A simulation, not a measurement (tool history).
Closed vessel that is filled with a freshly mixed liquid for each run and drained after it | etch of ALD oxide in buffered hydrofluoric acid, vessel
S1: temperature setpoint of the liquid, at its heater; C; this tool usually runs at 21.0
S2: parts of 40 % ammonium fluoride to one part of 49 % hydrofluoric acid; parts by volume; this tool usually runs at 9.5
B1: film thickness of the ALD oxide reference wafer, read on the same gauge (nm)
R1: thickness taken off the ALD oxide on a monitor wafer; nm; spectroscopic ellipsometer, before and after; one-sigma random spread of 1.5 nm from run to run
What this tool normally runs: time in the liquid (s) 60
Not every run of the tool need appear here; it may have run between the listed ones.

{"run": 1, "hour": 0.0, "S1": 21.0, "S2": 9.5, "time in the liquid (s)": 60, "B1": 60.03, "R1": 141.43}
{"run": 2, "hour": 51.6, "S1": 21.0, "S2": 9.5, "time in the liquid (s)": 60, "B1": 60.0, "R1": 140.9}
{"run": 3, "hour": 166.9, "S1": 21.0, "S2": 9.5, "time in the liquid (s)": 60, "B1": 59.99, "R1": 137.7}
{"run": 4, "hour": 271.5, "S1": 21.0, "S2": 9.5, "time in the liquid (s)": 60, "B1": 60.0, "R1": 136.73}
{"run": 5, "hour": 314.4, "S1": 21.0, "S2": 7.0, "time in the liquid (s)": 60, "B1": 60.0, "R1": 174.68}
{"run": 6, "hour": 396.9, "S1": 21.0, "S2": 7.0, "time in the liquid (s)": 60, "B1": 60.02, "R1": 175.35}
{"run": 7, "hour": 504.0, "S1": 21.0, "S2": 9.5, "time in the liquid (s)": 60, "B1": 59.97, "R1": 132.58}
{"run": 8, "hour": 574.8, "S1": 21.0, "S2": 9.5, "time in the liquid (s)": 60, "B1": 60.0, "R1": 133.12}
{"hour": 624.1, "done": "thermometer replaced"}
{"run": 9, "hour": 655.9, "S1": 21.0, "S2": 9.5, "time in the liquid (s)": 60, "B1": 59.98, "R1": 135.8}
{"run": 10, "hour": 715.8, "S1": 21.0, "S2": 9.5, "time in the liquid (s)": 60, "B1": 60.0, "R1": 136.12}
{"run": 11, "hour": 759.8, "S1": 21.0, "S2": 9.5, "time in the liquid (s)": 60, "B1": 59.98, "R1": 136.23}
{"run": 12, "hour": 866.3, "S1": 18.0, "S2": 9.5, "time in the liquid (s)": 60, "B1": 60.01, "R1": 111.89}
{"run": 13, "hour": 951.7, "S1": 18.0, "S2": 9.5, "time in the liquid (s)": 60, "B1": 59.99, "R1": 111.26}
{"run": 14, "hour": 1039.5, "S1": 21.0, "S2": 9.5, "time in the liquid (s)": 40, "B1": 59.98, "R1": 87.98}
{"run": 15, "hour": 1101.5, "S1": 21.0, "S2": 9.5, "time in the liquid (s)": 40, "B1": 60.01, "R1": 84.33}
{"hour": 1111.4, "done": "hydrofluoric acid flow meter replaced"}
{"hour": 1334.7, "done": "thermometer replaced"}
{"run": 16, "hour": 1416.6, "S1": 21.0, "S2": 9.5, "time in the liquid (s)": 60, "B1": 60.02, "R1": 145.51}
{"hour": 1662.6, "done": "gauge calibrated"}
{"run": 17, "hour": 1692.4, "S1": 21.0, "S2": 9.5, "time in the liquid (s)": 60, "B1": 60.0, "R1": 138.3}
{"run": 18, "hour": 1787.4, "S1": 21.0, "S2": 11.0, "time in the liquid (s)": 60, "B1": 60.02, "R1": 121.58}
{"run": 19, "hour": 1829.4, "S1": 21.0, "S2": 9.5, "time in the liquid (s)": 60, "B1": 60.04, "R1": 136.96}
{"run": 20, "hour": 1920.9, "S1": 22.5, "S2": 7.5, "time in the liquid (s)": 95, "B1": 59.99, "R1": 293.08}
{"run": 21, "hour": 1958.5, "S1": 21.0, "S2": 11.0, "time in the liquid (s)": 60, "B1": 60.01, "R1": 117.37}
{"run": 22, "hour": 2006.5, "S1": 21.0, "S2": 9.5, "time in the liquid (s)": 60, "B1": 60.0, "R1": 133.49}
{"hour": 2107.7, "done": "thermometer replaced"}
{"run": 23, "hour": 2113.3, "S1": 18.5, "S2": 9.5, "time in the liquid (s)": 75, "B1": 60.0, "R1": 155.29}
{"run": 24, "hour": 2164.0, "S1": 21.0, "S2": 11.5, "time in the liquid (s)": 60, "B1": 60.01, "R1": 118.61}
{"run": 25, "hour": 2394.4, "S1": 21.0, "S2": 12.5, "time in the liquid (s)": 60, "B1": 60.0, "R1": 107.63}
{"run": 26, "hour": 2502.3, "S1": 21.0, "S2": 9.5, "time in the liquid (s)": 60, "B1": 60.02, "R1": 138.35}
{"run": 27, "hour": 2570.5, "S1": 21.0, "S2": 8.0, "time in the liquid (s)": 60, "B1": 60.02, "R1": 156.33}
{"run": 28, "hour": 2665.0, "S1": 19.0, "S2": 9.5, "time in the liquid (s)": 60, "B1": 60.0, "R1": 118.16}
{"run": 29, "hour": 2822.7, "S1": 21.0, "S2": 9.5, "time in the liquid (s)": 60, "B1": 59.98, "R1": 131.34}
{"hour": 2871.1, "done": "thermometer replaced"}
{"run": 30, "hour": 2880.1, "S1": 17.0, "S2": 9.5, "time in the liquid (s)": 60, "B1": 60.01, "R1": 109.63}
{"run": 31, "hour": 3175.7, "S1": 19.0, "S2": 5.5, "time in the liquid (s)": 60, "B1": 59.96, "R1": 195.5}
{"run": 32, "hour": 3273.5, "S1": 23.0, "S2": 10.5, "time in the liquid (s)": 95, "B1": 59.98, "R1": 206.7}
{"run": 33, "hour": 3352.8, "S1": 17.0, "S2": 12.5, "time in the liquid (s)": 85, "B1": 59.97, "R1": 112.23}
{"run": 34, "hour": 3432.2, "S1": 25.5, "S2": 11.5, "time in the liquid (s)": 75, "B1": 59.98, "R1": 169.08}

Below are 3 alternative next runs, each starting from the tool's condition after run 34. Predict each:
{"run": "A", "hour": 3432.9, "S1": 21.0, "S2": 9.5, "time in the liquid (s)": 60, "B1": "?", "R1": "?"}
{"run": "B", "hour": 3432.9, "S1": 18.0, "S2": 13.5, "time in the liquid (s)": 35, "B1": "?", "R1": "?"}
{"run": "C", "hour": 3432.9, "S1": 22.5, "S2": 7.0, "time in the liquid (s)": 60, "B1": "?", "R1": "?"}

run=A B1=59.99 R1=127.45
run=B B1=59.99 R1=44.45
run=C B1=59.99 R1=182.33
With no hidden state in the tool, these same runs would have given:
run=A R1=150.50
run=B R1=53.56
run=C R1=222.08
